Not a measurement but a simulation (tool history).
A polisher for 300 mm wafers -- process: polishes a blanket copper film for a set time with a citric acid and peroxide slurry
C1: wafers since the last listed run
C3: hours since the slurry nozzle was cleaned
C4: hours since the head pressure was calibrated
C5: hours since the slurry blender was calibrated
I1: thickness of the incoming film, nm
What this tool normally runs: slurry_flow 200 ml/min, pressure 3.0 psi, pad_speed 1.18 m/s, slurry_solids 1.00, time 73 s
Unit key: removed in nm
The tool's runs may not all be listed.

Run 1, hour 0.0: usual settings; C1 0; wafers polished on this pad 417; C3 225.5; C4 553.8; C5 46.5; I1 724.5. Result: removed 172.9 nm.
Run 2, hour 14.6: usual settings; C1 130; wafers polished on this pad 547; C3 240.1; C4 568.4; C5 61.1; I1 704.8. Result: removed 170.2 nm.
At hour 35.4: worn pad replaced by a new one.
Run 3, hour 41.8: usual settings; C1 207; wafers polished on this pad 56; C3 267.3; C4 595.6; C5 88.3; I1 726.6. Result: removed 167.2 nm.
At hour 61.3: slurry nozzle cleaned.
At hour 128.7: worn pad replaced by a new one.
At hour 141.2: slurry blender recalibrated.
Run 4, hour 141.7: usual settings; C1 829; wafers polished on this pad 98; C3 80.4; C4 695.5; C5 0.5; I1 715.6. Result: removed 172.9 nm.
Run 5, hour 176.7: usual settings but slurry_flow 235 ml/min; C1 312; wafers polished on this pad 411; C3 115.4; C4 730.5; C5 35.5; I1 715.9. Result: removed 173.3 nm.
Run 6, hour 203.2: usual settings; C1 236; wafers polished on this pad 647; C3 141.9; C4 757.0; C5 62.0; I1 710.9. Result: removed 171.6 nm.
At hour 218.1: worn pad replaced by a new one.
Run 7, hour 232.5: usual settings; C1 226; wafers polished on this pad 128; C3 171.2; C4 786.3; C5 91.3; I1 707.2. Result: removed 174.8 nm.
Run 8, hour 263.8: usual settings; C1 279; wafers polished on this pad 408; C3 202.5; C4 817.6; C5 122.6; I1 698.8. Result: removed 172.6 nm.
Run 9, hour 280.2: usual settings but pressure 2.7 psi, pad_speed 0.80 m/s, slurry_solids 0.85, time 86 s; C1 146; wafers polished on this pad 555; C3 218.9; C4 834.0; C5 139.0; I1 716.8. Result: removed 134.2 nm.
At hour 305.6: slurry blender recalibrated.
Run 10, hour 306.1: usual settings but pad_speed 1.34 m/s; C1 213; wafers polished on this pad 768; C3 244.8; C4 859.9; C5 0.5; I1 704.0. Result: removed 188.3 nm.

Estimate the outcome of run 11 from the log above:
At hour 310.3: worn pad replaced by a new one.
At hour 320.7: head pressure recalibrated.
Run 11, hour 325.2: usual settings but pad_speed 1.34 m/s; C1 117; wafers polished on this pad 115; C3 263.9; C4 4.5; C5 19.6; I1 701.4. Result: removed ?.

{"run 11": {"removed": 190.1}}
With no hidden state in the tool, this same run would have given removed 190.1 nm.

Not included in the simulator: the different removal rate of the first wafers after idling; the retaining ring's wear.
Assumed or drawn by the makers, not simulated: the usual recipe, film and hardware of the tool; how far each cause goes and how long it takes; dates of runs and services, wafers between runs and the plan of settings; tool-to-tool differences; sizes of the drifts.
